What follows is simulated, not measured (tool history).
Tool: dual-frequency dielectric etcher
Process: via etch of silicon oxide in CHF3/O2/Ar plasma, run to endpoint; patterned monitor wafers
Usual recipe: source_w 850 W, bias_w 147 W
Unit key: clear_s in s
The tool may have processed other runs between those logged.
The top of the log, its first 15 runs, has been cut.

run	hour	source_w	bias_w	wafers since the last listed run	hours since the last wet clean	hours since the last source power generator calibration	hours since the last bias power generator calibration	hours since the last upper electrode change	incoming incoming film thickness, nm	clear_s
# hour 1226.7: wet clean of the chamber
16	1267.0	850	147	153	40.3	720.8	2573.6	547.8	540.4	242.9
17	1315.9	790	124	159	89.2	769.7	2622.5	596.7	536.6	259.6
18	1353.0	1020	112	121	126.3	806.8	2659.6	633.8	538.2	247.9
19	1439.0	850	147	281	212.3	892.8	2745.6	719.8	538.1	237.4
20	1540.7	650	176	332	314.0	994.5	2847.3	821.5	538.1	237.5
21	1604.1	960	172	207	377.4	1057.9	2910.7	884.9	541.3	216.0
22	1709.9	850	117	345	483.2	1163.7	3016.5	990.7	541.8	254.2
23	1770.8	940	137	199	544.1	1224.6	3077.4	1051.6	539.5	228.5
24	1812.9	850	147	137	586.2	1266.7	3119.5	1093.7	545.8	234.5
# hour 1870.0: wet clean of the chamber
25	1870.5	1050	179	109	0.5	1324.3	3177.1	1151.3	548.6	216.5
# hour 1883.0: bias power generator calibrated
26	1951.4	1000	133	251	81.4	1405.2	68.4	1232.2	544.5	239.5
27	2069.2	1010	147	384	199.2	1523.0	186.2	1350.0	543.6	226.3
28	2155.9	850	147	283	285.9	1609.7	272.9	1436.7	547.1	238.6
29	2256.0	720	169	327	386.0	1709.8	373.0	1536.8	541.9	236.8
30	2318.5	850	147	204	448.5	1772.3	435.5	1599.3	542.0	235.4
31	2418.7	1050	147	327	548.7	1872.5	535.7	1699.5	548.0	220.0
32	2458.3	740	184	129	588.3	1912.1	575.3	1739.1	545.1	224.8
# hour 2542.5: wet clean of the chamber
33	2543.0	850	120	198	0.5	1996.8	660.0	1823.8	540.6	256.3
34	2571.9	850	147	94	29.4	2025.7	688.9	1852.7	538.9	238.7
35	2649.0	850	147	251	106.5	2102.8	766.0	1929.8	541.7	238.7

Consider 4 possible next runs. They are alternatives, not a sequence: every one starts from the tool as it was left by run 35. What does each give?
A	2649.5	850	147	1	107.0	2103.3	766.5	1930.3	540.7	?
B	2649.5	650	115	1	107.0	2103.3	766.5	1930.3	540.7	?
C	2649.5	720	160	1	107.0	2103.3	766.5	1930.3	540.7	?
D	2649.5	990	159	1	107.0	2103.3	766.5	1930.3	540.7	?

run	clear_s
A	240.6
B	283.1
C	245.5
D	223.4
The same runs, with their run-to-run variation unchanged, on a tool lacking any hidden condition would have given:
run	clear_s
A	244.7
B	287.9
C	249.7
D	227.2

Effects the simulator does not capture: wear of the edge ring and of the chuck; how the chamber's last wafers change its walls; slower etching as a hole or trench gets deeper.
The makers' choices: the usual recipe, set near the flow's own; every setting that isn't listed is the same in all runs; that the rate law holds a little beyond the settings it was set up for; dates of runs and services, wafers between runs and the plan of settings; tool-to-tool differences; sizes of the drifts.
